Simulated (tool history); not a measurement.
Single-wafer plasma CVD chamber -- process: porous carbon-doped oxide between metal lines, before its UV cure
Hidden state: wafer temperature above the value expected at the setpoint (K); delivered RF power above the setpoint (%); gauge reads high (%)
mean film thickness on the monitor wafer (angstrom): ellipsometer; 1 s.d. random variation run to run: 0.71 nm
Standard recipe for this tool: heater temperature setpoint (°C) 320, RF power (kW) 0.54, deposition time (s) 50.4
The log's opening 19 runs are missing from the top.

run    hour  heater temperature setpoint (°C)  RF power (kW)  deposition time (s)  wafers since the last listed run  hours since the last thermocouple change  hours since the last RF generator calibration  hours since the showerhead was replaced  hours since the gauge calibration  read-back reference wafer on the same gauge, thickness_nm  mean film thickness on the monitor wafer (angstrom)
 20  1875.2                               310           0.46                 47.7                               825                                     711.1                                          794.6                                   1230.5                              802.8                                                    256.913                                              2233.35
 21  1919.3                               320          0.565                 50.4                               640                                     755.2                                          838.7                                   1274.6                              846.9                                                    256.944                                              2553.35
 22  1982.7                               320            0.6                 50.4                               920                                     818.6                                          902.1                                     1338                              910.3                                                    257.014                                              2637.74
     1996.2  -- RF generator calibrated
 23  2033.7                               324           0.54                 40.4                               624                                     869.6                                           37.5                                     1389                              961.3                                                     257.03                                              1947.82
 24  2117.2                               320           0.49                 50.4                              1212                                     953.1                                            121                                   1472.5                             1044.8                                                    256.957                                              2321.12
 25  2222.4                               315           0.47                 50.4                              1527                                    1058.3                                          226.2                                   1577.7                               1150                                                    257.011                                              2324.57
 26  2317.8                               334           0.54                 40.7                              1384                                    1153.7                                          321.6                                   1673.1                             1245.4                                                    256.983                                              1853.57
 27  2371.2                               320           0.54                 50.4                               775                                    1207.1                                            375                                   1726.5                             1298.8                                                    256.987                                              2466.91
 28  2408.2                               320           0.54                 50.4                               537                                    1244.1                                            412                                   1763.5                             1335.8                                                    257.048                                              2460.54
 29  2515.8                               310           0.61                 43.5                              1561                                    1351.7                                          519.6                                   1871.1                             1443.4                                                    256.963                                              2433.95
 30  2561.2                               320           0.54                 50.4                               659                                    1397.1                                            565                                   1916.5                             1488.8                                                    257.073                                              2466.37
 31  2608.6                               335           0.54                 55.4                               688                                    1444.5                                          612.4                                   1963.9                             1536.2                                                    256.948                                              2497.54
 32  2712.2                               331           0.54                 50.4                              1503                                    1548.1                                            716                                   2067.5                             1639.8                                                    257.063                                              2306.28
 33  2789.5                               332          0.455                 53.4                              1122                                    1625.4                                          793.3                                   2144.8                             1717.1                                                    256.856                                                 2187
 34  2872.3                               331           0.62                 42.6                              1201                                    1708.2                                          876.1                                   2227.6                             1799.9                                                    256.901                                              2139.76

Consider 4 possible next runs. They are alternatives, not a sequence: every one starts from the tool as it was left by run 34. What does each give?
  A  2872.7                               320           0.54                 50.4                                 5                                    1708.6                                          876.5                                     2228                             1800.3                                                          ?                                                    ?
  B  2872.7                               309          0.605                 59.6                                 5                                    1708.6                                          876.5                                     2228                             1800.3                                                          ?                                                    ?
  C  2872.7                               332          0.455                 58.1                                 5                                    1708.6                                          876.5                                     2228                             1800.3                                                          ?                                                    ?
  D  2872.7                               325           0.44                 56.6                                 5                                    1708.6                                          876.5                                     2228                             1800.3                                                          ?                                                    ?

run  read-back reference wafer on the same gauge, thickness_nm  mean film thickness on the monitor wafer (angstrom)
  A                                                    257.043                                              2452.69
  B                                                    257.043                                              3310.24
  C                                                    257.043                                              2369.06
  D                                                    257.043                                              2336.76
With no hidden state in the tool, these same runs would have given:
run  mean film thickness on the monitor wafer (angstrom)
  A                                              2475.42
  B                                              3343.94
  C                                              2388.94
  D                                              2358.01

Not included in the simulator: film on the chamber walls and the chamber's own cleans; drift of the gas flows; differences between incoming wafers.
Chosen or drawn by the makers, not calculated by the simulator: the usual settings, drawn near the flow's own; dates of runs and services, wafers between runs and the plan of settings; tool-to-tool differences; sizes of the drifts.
